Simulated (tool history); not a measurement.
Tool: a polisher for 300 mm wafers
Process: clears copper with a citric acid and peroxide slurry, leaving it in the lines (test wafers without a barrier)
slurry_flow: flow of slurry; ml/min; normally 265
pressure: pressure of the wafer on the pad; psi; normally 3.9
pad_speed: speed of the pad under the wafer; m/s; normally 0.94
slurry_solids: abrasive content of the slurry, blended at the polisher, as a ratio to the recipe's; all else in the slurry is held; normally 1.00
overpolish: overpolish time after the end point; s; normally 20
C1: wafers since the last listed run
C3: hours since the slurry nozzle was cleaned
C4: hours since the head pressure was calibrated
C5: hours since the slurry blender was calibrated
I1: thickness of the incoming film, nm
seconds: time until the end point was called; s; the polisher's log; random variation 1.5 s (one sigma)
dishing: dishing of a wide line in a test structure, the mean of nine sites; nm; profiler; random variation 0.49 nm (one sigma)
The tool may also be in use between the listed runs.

run 1 hour=0.0 | slurry_flow=265 pressure=3.2 pad_speed=0.94 slurry_solids=1.00 overpolish=20 | C1=0 wafers_polished_on_this_pad=605 C3=163.6 C4=988.9 C5=0.4 | I1=245.9 | seconds=92.8 dishing=31.7
-- hour=75.9 slurry nozzle cleaned
run 2 hour=96.9 | slurry_flow=265 pressure=3.2 pad_speed=0.94 slurry_solids=1.00 overpolish=20 | C1=518 wafers_polished_on_this_pad=1123 C3=21.0 C4=1085.8 C5=97.3 | I1=245.6 | seconds=90.0 dishing=32.1
-- hour=117.8 worn pad replaced by a new one
run 3 hour=161.6 | slurry_flow=265 pressure=3.2 pad_speed=0.94 slurry_solids=1.00 overpolish=20 | C1=328 wafers_polished_on_this_pad=237 C3=85.7 C4=1150.5 C5=162.0 | I1=245.5 | seconds=91.3 dishing=31.4
run 4 hour=251.4 | slurry_flow=240 pressure=3.9 pad_speed=0.94 slurry_solids=1.00 overpolish=20 | C1=485 wafers_polished_on_this_pad=722 C3=175.5 C4=1240.3 C5=251.8 | I1=243.1 | seconds=77.0 dishing=36.3
-- hour=325.5 slurry nozzle cleaned
run 5 hour=330.4 | slurry_flow=240 pressure=3.9 pad_speed=0.94 slurry_solids=1.00 overpolish=20 | C1=421 wafers_polished_on_this_pad=1144 C3=4.9 C4=1319.3 C5=330.8 | I1=249.0 | seconds=75.9 dishing=35.4
run 6 hour=389.3 | slurry_flow=265 pressure=3.9 pad_speed=0.94 slurry_solids=1.00 overpolish=20 | C1=318 wafers_polished_on_this_pad=1463 C3=63.8 C4=1378.2 C5=389.7 | I1=248.5 | seconds=77.3 dishing=36.9
-- hour=398.3 worn pad replaced by a new one
-- hour=416.7 slurry blender recalibrated
-- hour=552.9 slurry nozzle cleaned
-- hour=566.8 head pressure recalibrated
run 7 hour=624.0 | slurry_flow=265 pressure=3.9 pad_speed=0.94 slurry_solids=1.00 overpolish=20 | C1=1220 wafers_polished_on_this_pad=1193 C3=71.1 C4=57.2 C5=207.3 | I1=240.0 | seconds=82.6 dishing=34.0
-- hour=676.3 worn pad replaced by a new one
run 8 hour=716.9 | slurry_flow=340 pressure=3.9 pad_speed=0.94 slurry_solids=1.00 overpolish=20 | C1=480 wafers_polished_on_this_pad=219 C3=164.0 C4=150.1 C5=300.2 | I1=246.3 | seconds=76.6 dishing=35.4
-- hour=770.1 slurry nozzle cleaned
run 9 hour=770.6 | slurry_flow=265 pressure=4.4 pad_speed=0.94 slurry_solids=1.15 overpolish=20 | C1=285 wafers_polished_on_this_pad=504 C3=0.5 C4=203.8 C5=353.9 | I1=248.0 | seconds=71.0 dishing=37.9
run 10 hour=808.8 | slurry_flow=200 pressure=5.2 pad_speed=0.94 slurry_solids=1.00 overpolish=14 | C1=206 wafers_polished_on_this_pad=711 C3=38.7 C4=242.0 C5=392.1 | I1=242.4 | seconds=59.9 dishing=32.7
run 11 hour=877.5 | slurry_flow=265 pressure=4.8 pad_speed=0.72 slurry_solids=1.00 overpolish=20 | C1=371 wafers_polished_on_this_pad=1083 C3=107.4 C4=310.7 C5=460.8 | I1=249.0 | seconds=84.3 dishing=34.0
-- hour=894.5 slurry blender recalibrated
-- hour=898.8 worn pad replaced by a new one
-- hour=981.4 slurry nozzle cleaned
run 12 hour=983.9 | slurry_flow=335 pressure=4.8 pad_speed=1.26 slurry_solids=0.75 overpolish=20 | C1=537 wafers_polished_on_this_pad=454 C3=2.5 C4=417.1 C5=89.4 | I1=250.0 | seconds=50.6 dishing=47.3
run 13 hour=1045.1 | slurry_flow=265 pressure=4.4 pad_speed=0.94 slurry_solids=1.15 overpolish=20 | C1=331 wafers_polished_on_this_pad=785 C3=63.7 C4=478.3 C5=150.6 | I1=246.6 | seconds=68.2 dishing=39.2
run 14 hour=1114.6 | slurry_flow=265 pressure=3.9 pad_speed=0.94 slurry_solids=0.90 overpolish=20 | C1=375 wafers_polished_on_this_pad=1161 C3=133.2 C4=547.8 C5=220.1 | I1=244.7 | seconds=77.6 dishing=35.4
-- hour=1127.2 worn pad replaced by a new one
-- hour=1205.7 slurry nozzle cleaned
run 15 hour=1222.3 | slurry_flow=265 pressure=2.7 pad_speed=0.94 slurry_solids=1.00 overpolish=20 | C1=555 wafers_polished_on_this_pad=509 C3=16.6 C4=655.5 C5=327.8 | I1=248.6 | seconds=109.7 dishing=27.5

What was the tool's hidden state at every run in the log?
removal rate lost through wear of the pad, %: 0 across all the runs
slurry flow missing at the pad, %: 0 across all the runs
abrasive missing from the slurry, %: 0 across all the runs
H1: deviation of the head's pressure from its setpoint, %
run=1 H1=11.9
run=2 H1=12.2
run=3 H1=12.3
run=4 H1=12.5
run=5 H1=12.6
run=6 H1=12.7
run=7 H1=2.3
run=8 H1=4.34
run=9 H1=5.35
run=10 H1=6
run=11 H1=7.03
run=12 H1=8.36
run=13 H1=9
run=14 H1=9.62
run=15 H1=10.4
